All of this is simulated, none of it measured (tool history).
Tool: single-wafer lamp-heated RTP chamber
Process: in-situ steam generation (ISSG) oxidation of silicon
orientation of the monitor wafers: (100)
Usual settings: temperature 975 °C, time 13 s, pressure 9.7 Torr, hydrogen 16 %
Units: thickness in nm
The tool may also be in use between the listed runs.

run	hour	temperature	time	pressure	hydrogen	read-back reference wafer on the same gauge, thickness	thickness
1	0	975	13	9.4	16	3.09	3.713
2	12.1	975	13	9.7	16	3.087	3.719
3	31.1	975	13	9.7	16	3.09	3.775
4	64.1	975	13	9.7	16	3.087	3.781
5	83.1	975	13	9.7	16	3.09	3.774
6	111.5	975	13	9.7	16	3.088	3.79
7	143.3	975	15	8.6	16	3.091	4.072
# hour 150.5: gauge calibrated
8	173.6	975	15	8.6	16	3.089	4.103
# hour 200.5: pressure gauge zeroed
9	207.3	975	15	8.6	16	3.091	4.067
10	221.7	975	12	9.7	16	3.087	3.653
# hour 235.5: hydrogen flow controller replaced
# hour 238.6: pyrometer window cleaned and pyrometer calibrated
11	255.8	964	13	9.7	16	3.085	3.587
12	284.7	979	13	9.7	16	3.093	3.8
13	305.4	975	8	9.7	16	3.089	3.06
14	322.8	975	13	10.2	16	3.093	3.693
15	342.3	975	13	9.7	16	3.093	3.756
16	377.5	962	17	8.5	11	3.086	3.812
17	410	975	13	9.7	16	3.093	3.822
# hour 433.9: pyrometer window cleaned and pyrometer calibrated
18	438.4	975	13	9.7	16	3.091	3.734
19	468.9	985	11	8.5	16	3.093	3.612
20	481.6	968	8	10.2	16	3.084	3.003
21	515.6	957	16	9.7	16	3.093	3.867
22	542.8	975	15	9	13	3.095	3.887
23	563.5	975	9	8.3	16	3.094	3.283
24	575.8	975	13	8.2	16	3.092	3.899
25	599.2	985	17	9.7	11	3.093	4.095
26	614.4	989	13	9.7	13	3.092	3.832
27	632.2	958	13	9.7	26	3.093	4.047
# hour 651.3: pyrometer window cleaned and pyrometer calibrated
28	658.3	975	15	10.2	11	3.099	3.633
29	688.8	975	13	9.7	11	3.09	3.477
30	709.9	986	13	8.5	26	3.09	4.474
31	733.9	983	13	9.7	12	3.092	3.655

4 ways to go on from here, each from the tool as it stands after run 31. What would each give?
A	734.3	975	13	9.7	16	?	?
B	734.3	983	13	9.7	19	?	?
C	734.3	984	13	10.2	11	?	?
D	734.3	958	10	8.4	20	?	?

run	read-back reference wafer on the same gauge, thickness	thickness
A	3.093	3.797
B	3.093	4.049
C	3.093	3.575
D	3.093	3.482
Without the tool's hidden state the same runs would have given:
run	thickness
A	3.695
B	3.934
C	3.474
D	3.408

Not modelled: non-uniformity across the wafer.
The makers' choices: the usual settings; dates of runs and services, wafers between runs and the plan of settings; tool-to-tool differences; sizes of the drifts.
